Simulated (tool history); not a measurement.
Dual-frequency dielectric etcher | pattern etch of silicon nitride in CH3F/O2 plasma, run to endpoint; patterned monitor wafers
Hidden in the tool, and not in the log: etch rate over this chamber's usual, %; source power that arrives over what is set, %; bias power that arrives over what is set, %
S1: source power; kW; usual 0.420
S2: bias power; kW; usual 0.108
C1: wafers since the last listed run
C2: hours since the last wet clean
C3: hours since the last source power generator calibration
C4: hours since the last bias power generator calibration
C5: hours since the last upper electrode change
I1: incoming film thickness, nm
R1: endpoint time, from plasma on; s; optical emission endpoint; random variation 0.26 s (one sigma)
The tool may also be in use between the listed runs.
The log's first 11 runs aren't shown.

{"run": 12, "day": 12.629, "S1": 0.49, "S2": 0.12, "C1": 137, "C2": 544.6, "C3": 109.9, "C4": 119.5, "C5": 94.9, "I1": 60.3, "R1": 53.9}
{"day": 14.346, "done": "wet clean of the chamber"}
{"run": 13, "day": 14.367, "S1": 0.49, "S2": 0.12, "C1": 102, "C2": 0.5, "C3": 151.6, "C4": 161.2, "C5": 136.6, "I1": 60.5, "R1": 56.8}
{"run": 14, "day": 14.992, "S1": 0.49, "S2": 0.12, "C1": 87, "C2": 15.5, "C3": 166.6, "C4": 176.2, "C5": 151.6, "I1": 60.1, "R1": 56.2}
{"run": 15, "day": 15.562, "S1": 0.42, "S2": 0.108, "C1": 79, "C2": 29.2, "C3": 180.3, "C4": 189.9, "C5": 165.3, "I1": 60.4, "R1": 61.8}
{"run": 16, "day": 16.725, "S1": 0.48, "S2": 0.122, "C1": 162, "C2": 57.1, "C3": 208.2, "C4": 217.8, "C5": 193.2, "I1": 60.7, "R1": 56.6}
{"run": 17, "day": 17.5, "S1": 0.39, "S2": 0.086, "C1": 108, "C2": 75.7, "C3": 226.8, "C4": 236.4, "C5": 211.8, "I1": 60.2, "R1": 69.2}
{"run": 18, "day": 18.179, "S1": 0.38, "S2": 0.09, "C1": 94, "C2": 92.0, "C3": 243.1, "C4": 252.7, "C5": 228.1, "I1": 60.5, "R1": 68.6}
{"run": 19, "day": 19.629, "S1": 0.42, "S2": 0.121, "C1": 202, "C2": 126.8, "C3": 277.9, "C4": 287.5, "C5": 262.9, "I1": 60.9, "R1": 59.5}
{"run": 20, "day": 20.642, "S1": 0.47, "S2": 0.086, "C1": 141, "C2": 151.1, "C3": 302.2, "C4": 311.8, "C5": 287.2, "I1": 60.1, "R1": 63.1}
{"run": 21, "day": 21.262, "S1": 0.42, "S2": 0.119, "C1": 86, "C2": 166.0, "C3": 317.1, "C4": 326.7, "C5": 302.1, "I1": 60.6, "R1": 59.9}
{"run": 22, "day": 21.962, "S1": 0.42, "S2": 0.108, "C1": 97, "C2": 182.8, "C3": 333.9, "C4": 343.5, "C5": 318.9, "I1": 60.3, "R1": 60.8}
{"run": 23, "day": 22.858, "S1": 0.35, "S2": 0.108, "C1": 125, "C2": 204.3, "C3": 355.4, "C4": 365.0, "C5": 340.4, "I1": 60.2, "R1": 65.3}
{"run": 24, "day": 24.333, "S1": 0.33, "S2": 0.089, "C1": 205, "C2": 239.7, "C3": 390.8, "C4": 400.4, "C5": 375.8, "I1": 60.6, "R1": 72.2}
{"run": 25, "day": 24.875, "S1": 0.46, "S2": 0.117, "C1": 75, "C2": 252.7, "C3": 403.8, "C4": 413.4, "C5": 388.8, "I1": 60.7, "R1": 58.0}
{"run": 26, "day": 25.954, "S1": 0.42, "S2": 0.108, "C1": 150, "C2": 278.6, "C3": 429.7, "C4": 439.3, "C5": 414.7, "I1": 60.3, "R1": 60.8}
{"run": 27, "day": 27.438, "S1": 0.42, "S2": 0.118, "C1": 207, "C2": 314.2, "C3": 465.3, "C4": 474.9, "C5": 450.3, "I1": 60.3, "R1": 58.6}
{"run": 28, "day": 28.888, "S1": 0.42, "S2": 0.118, "C1": 202, "C2": 349.0, "C3": 500.1, "C4": 509.7, "C5": 485.1, "I1": 60.0, "R1": 58.4}
{"run": 29, "day": 30.329, "S1": 0.49, "S2": 0.12, "C1": 201, "C2": 383.6, "C3": 534.7, "C4": 544.3, "C5": 519.7, "I1": 60.9, "R1": 55.5}
{"run": 30, "day": 31.488, "S1": 0.51, "S2": 0.124, "C1": 161, "C2": 411.4, "C3": 562.5, "C4": 572.1, "C5": 547.5, "I1": 60.1, "R1": 53.2}
{"run": 31, "day": 32.75, "S1": 0.36, "S2": 0.094, "C1": 176, "C2": 441.7, "C3": 592.8, "C4": 602.4, "C5": 577.8, "I1": 60.2, "R1": 67.0}
{"run": 32, "day": 34.0, "S1": 0.42, "S2": 0.108, "C1": 174, "C2": 471.7, "C3": 622.8, "C4": 632.4, "C5": 607.8, "I1": 60.0, "R1": 59.5}
{"run": 33, "day": 35.358, "S1": 0.37, "S2": 0.09, "C1": 189, "C2": 504.3, "C3": 655.4, "C4": 665.0, "C5": 640.4, "I1": 60.3, "R1": 67.0}
{"run": 34, "day": 36.267, "S1": 0.49, "S2": 0.12, "C1": 126, "C2": 526.1, "C3": 677.2, "C4": 686.8, "C5": 662.2, "I1": 60.1, "R1": 54.2}
{"day": 37.375, "done": "wet clean of the chamber"}
{"run": 35, "day": 37.733, "S1": 0.42, "S2": 0.108, "C1": 65, "C2": 8.6, "C3": 712.4, "C4": 722.0, "C5": 697.4, "I1": 60.6, "R1": 61.5}

Forecast each of these 4 alternatives for the next run:
{"run": "A", "day": 37.754, "S1": 0.42, "S2": 0.108, "C1": 2, "C2": 9.1, "C3": 712.9, "C4": 722.5, "C5": 697.9, "I1": 60.4, "R1": "?"}
{"run": "B", "day": 37.754, "S1": 0.49, "S2": 0.128, "C1": 2, "C2": 9.1, "C3": 712.9, "C4": 722.5, "C5": 697.9, "I1": 60.4, "R1": "?"}
{"run": "C", "day": 37.754, "S1": 0.49, "S2": 0.097, "C1": 2, "C2": 9.1, "C3": 712.9, "C4": 722.5, "C5": 697.9, "I1": 60.4, "R1": "?"}
{"run": "D", "day": 37.754, "S1": 0.51, "S2": 0.093, "C1": 2, "C2": 9.1, "C3": 712.9, "C4": 722.5, "C5": 697.9, "I1": 60.4, "R1": "?"}

run=A R1=61.8
run=B R1=54.8
run=C R1=60.4
run=D R1=60.3
Without the tool's hidden state the same runs would have given:
run=A R1=62.4
run=B R1=55.3
run=C R1=60.9
run=D R1=60.8
